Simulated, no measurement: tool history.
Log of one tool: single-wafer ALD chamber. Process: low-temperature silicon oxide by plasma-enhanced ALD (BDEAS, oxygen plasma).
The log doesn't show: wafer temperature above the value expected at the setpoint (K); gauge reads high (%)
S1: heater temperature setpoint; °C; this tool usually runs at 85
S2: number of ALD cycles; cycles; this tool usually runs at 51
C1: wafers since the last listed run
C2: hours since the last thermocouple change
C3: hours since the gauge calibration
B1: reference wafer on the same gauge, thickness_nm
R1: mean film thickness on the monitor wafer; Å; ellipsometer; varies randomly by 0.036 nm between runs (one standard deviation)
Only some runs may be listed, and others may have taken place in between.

{"run": 1, "day": 0.0, "S1": 95, "S2": 58, "C1": 0, "C2": 743.7, "C3": 895.3, "B1": 8.992, "R1": 82.42}
{"run": 2, "day": 2.408, "S1": 95, "S2": 58, "C1": 225, "C2": 801.5, "C3": 953.1, "B1": 8.99, "R1": 82.03}
{"run": 3, "day": 6.854, "S1": 85, "S2": 51, "C1": 415, "C2": 908.2, "C3": 1059.8, "B1": 8.969, "R1": 75.71}
{"run": 4, "day": 11.129, "S1": 85, "S2": 59, "C1": 399, "C2": 1010.8, "C3": 1162.4, "B1": 8.97, "R1": 86.29}
{"run": 5, "day": 14.629, "S1": 85, "S2": 59, "C1": 327, "C2": 1094.8, "C3": 1246.4, "B1": 8.947, "R1": 86.74}
{"run": 6, "day": 18.954, "S1": 85, "S2": 59, "C1": 404, "C2": 1198.6, "C3": 1350.2, "B1": 8.964, "R1": 87.46}
{"run": 7, "day": 22.142, "S1": 89, "S2": 56, "C1": 298, "C2": 1275.1, "C3": 1426.7, "B1": 8.972, "R1": 82.33}
{"run": 8, "day": 26.288, "S1": 89, "S2": 56, "C1": 387, "C2": 1374.6, "C3": 1526.2, "B1": 8.959, "R1": 80.95}
{"run": 9, "day": 30.088, "S1": 85, "S2": 51, "C1": 355, "C2": 1465.8, "C3": 1617.4, "B1": 8.937, "R1": 74.93}
{"run": 10, "day": 33.838, "S1": 85, "S2": 49, "C1": 350, "C2": 1555.8, "C3": 1707.4, "B1": 8.933, "R1": 72.07}
{"run": 11, "day": 38.112, "S1": 85, "S2": 49, "C1": 399, "C2": 1658.4, "C3": 1810.0, "B1": 8.915, "R1": 71.5}
{"run": 12, "day": 40.9, "S1": 85, "S2": 49, "C1": 260, "C2": 1725.3, "C3": 1876.9, "B1": 8.931, "R1": 72.07}
{"run": 13, "day": 44.629, "S1": 85, "S2": 56, "C1": 348, "C2": 1814.8, "C3": 1966.4, "B1": 8.899, "R1": 82.68}
{"run": 14, "day": 46.862, "S1": 85, "S2": 51, "C1": 208, "C2": 1868.4, "C3": 2020.0, "B1": 8.876, "R1": 74.72}
{"run": 15, "day": 51.054, "S1": 85, "S2": 51, "C1": 392, "C2": 1969.0, "C3": 2120.6, "B1": 8.883, "R1": 74.84}
{"run": 16, "day": 54.308, "S1": 76, "S2": 57, "C1": 304, "C2": 2047.1, "C3": 2198.7, "B1": 8.865, "R1": 86.25}
{"run": 17, "day": 57.021, "S1": 75, "S2": 58, "C1": 253, "C2": 2112.2, "C3": 2263.8, "B1": 8.857, "R1": 88.12}
{"run": 18, "day": 61.292, "S1": 78, "S2": 58, "C1": 399, "C2": 2214.7, "C3": 2366.3, "B1": 8.833, "R1": 85.91}
{"run": 19, "day": 64.7, "S1": 85, "S2": 51, "C1": 318, "C2": 2296.5, "C3": 2448.1, "B1": 8.82, "R1": 73.82}
{"day": 66.212, "done": "thermocouple changed; heater temperature recalibrated"}
{"run": 20, "day": 69.121, "S1": 96, "S2": 58, "C1": 382, "C2": 69.8, "C3": 2554.2, "B1": 8.814, "R1": 80.21}
{"run": 21, "day": 79.158, "S1": 89, "S2": 56, "C1": 939, "C2": 310.7, "C3": 2795.1, "B1": 8.749, "R1": 79.06}
{"day": 81.742, "done": "gauge calibrated"}
{"run": 22, "day": 83.65, "S1": 78, "S2": 51, "C1": 420, "C2": 418.5, "C3": 45.8, "B1": 9.009, "R1": 78.03}
{"run": 23, "day": 87.1, "S1": 76, "S2": 43, "C1": 322, "C2": 501.3, "C3": 128.6, "B1": 9.026, "R1": 66.72}
{"run": 24, "day": 90.012, "S1": 80, "S2": 57, "C1": 272, "C2": 571.2, "C3": 198.5, "B1": 9.012, "R1": 86.41}
{"run": 25, "day": 92.167, "S1": 85, "S2": 51, "C1": 201, "C2": 622.9, "C3": 250.2, "B1": 9.002, "R1": 75.41}
{"run": 26, "day": 96.175, "S1": 77, "S2": 47, "C1": 374, "C2": 719.1, "C3": 346.4, "B1": 9.015, "R1": 72.08}
{"run": 27, "day": 99.967, "S1": 85, "S2": 51, "C1": 354, "C2": 810.1, "C3": 437.4, "B1": 9.01, "R1": 76.03}
{"run": 28, "day": 103.142, "S1": 79, "S2": 51, "C1": 297, "C2": 886.3, "C3": 513.6, "B1": 9.001, "R1": 76.93}
{"run": 29, "day": 106.167, "S1": 99, "S2": 47, "C1": 282, "C2": 958.9, "C3": 586.2, "B1": 9.004, "R1": 65.93}

Hidden condition of the tool, last listed run before each entry between runs versus first listed run after:
Run 19 -> run 20: thermocouple changed; heater temperature recalibrated (day 66.212)
  gauge reads high (%): -1.89 -> -2.09
  measured value less the no-hidden-state value, R1: -1.43 -> -1.71 Å
Run 21 -> run 22: gauge calibrated (day 81.742)
  gauge reads high (%): -2.58 -> 0.235
  measured value less the no-hidden-state value, R1: -2.10 -> +0.19 Å

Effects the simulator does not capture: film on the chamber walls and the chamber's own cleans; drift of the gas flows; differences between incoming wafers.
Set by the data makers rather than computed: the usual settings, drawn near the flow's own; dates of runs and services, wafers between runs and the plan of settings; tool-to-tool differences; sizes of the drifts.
